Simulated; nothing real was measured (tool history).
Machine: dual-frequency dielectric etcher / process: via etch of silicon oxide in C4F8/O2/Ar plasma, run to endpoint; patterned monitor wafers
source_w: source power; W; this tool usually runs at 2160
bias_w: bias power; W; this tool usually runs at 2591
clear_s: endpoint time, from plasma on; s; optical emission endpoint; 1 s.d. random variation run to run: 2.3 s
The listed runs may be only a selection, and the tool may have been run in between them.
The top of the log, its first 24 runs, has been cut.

run,hour,source_w,bias_w,"incoming incoming film thickness, nm",clear_s
25,615.9,2510,1990,1625.8,289.5
26,633.8,2330,2263,1601.9,289.5
# hour 730.6: bias power generator calibrated
# hour 734.8: wet clean of the chamber
27,735.3,2160,2591,1619.4,300.1
28,739.6,2160,3024,1626.3,282.9
29,765.1,2450,2889,1637.9,267.3
30,777.7,2160,2591,1625.9,297.5
31,801.4,2400,2069,1622.4,297.2
32,833.1,2160,3089,1630.9,280.7
33,845.5,1700,1952,1648,391.9
34,876.8,2000,2591,1606.3,309
35,954.1,2680,2833,1634.9,252.9

4 options for the next run, each taken on its own from the tool as it stands now. Forecast them:
A,954.6,2160,2274,1632.5,?
B,954.6,1770,2591,1632.5,?
C,954.6,2310,2843,1632.5,?
D,954.6,2690,2412,1632.5,?

run,clear_s
A,307.7
B,336.8
C,273.8
D,264.5
Had the tool no hidden state, the same runs would have come out as:
run,clear_s
A,315
B,344.8
C,280.3
D,270.7

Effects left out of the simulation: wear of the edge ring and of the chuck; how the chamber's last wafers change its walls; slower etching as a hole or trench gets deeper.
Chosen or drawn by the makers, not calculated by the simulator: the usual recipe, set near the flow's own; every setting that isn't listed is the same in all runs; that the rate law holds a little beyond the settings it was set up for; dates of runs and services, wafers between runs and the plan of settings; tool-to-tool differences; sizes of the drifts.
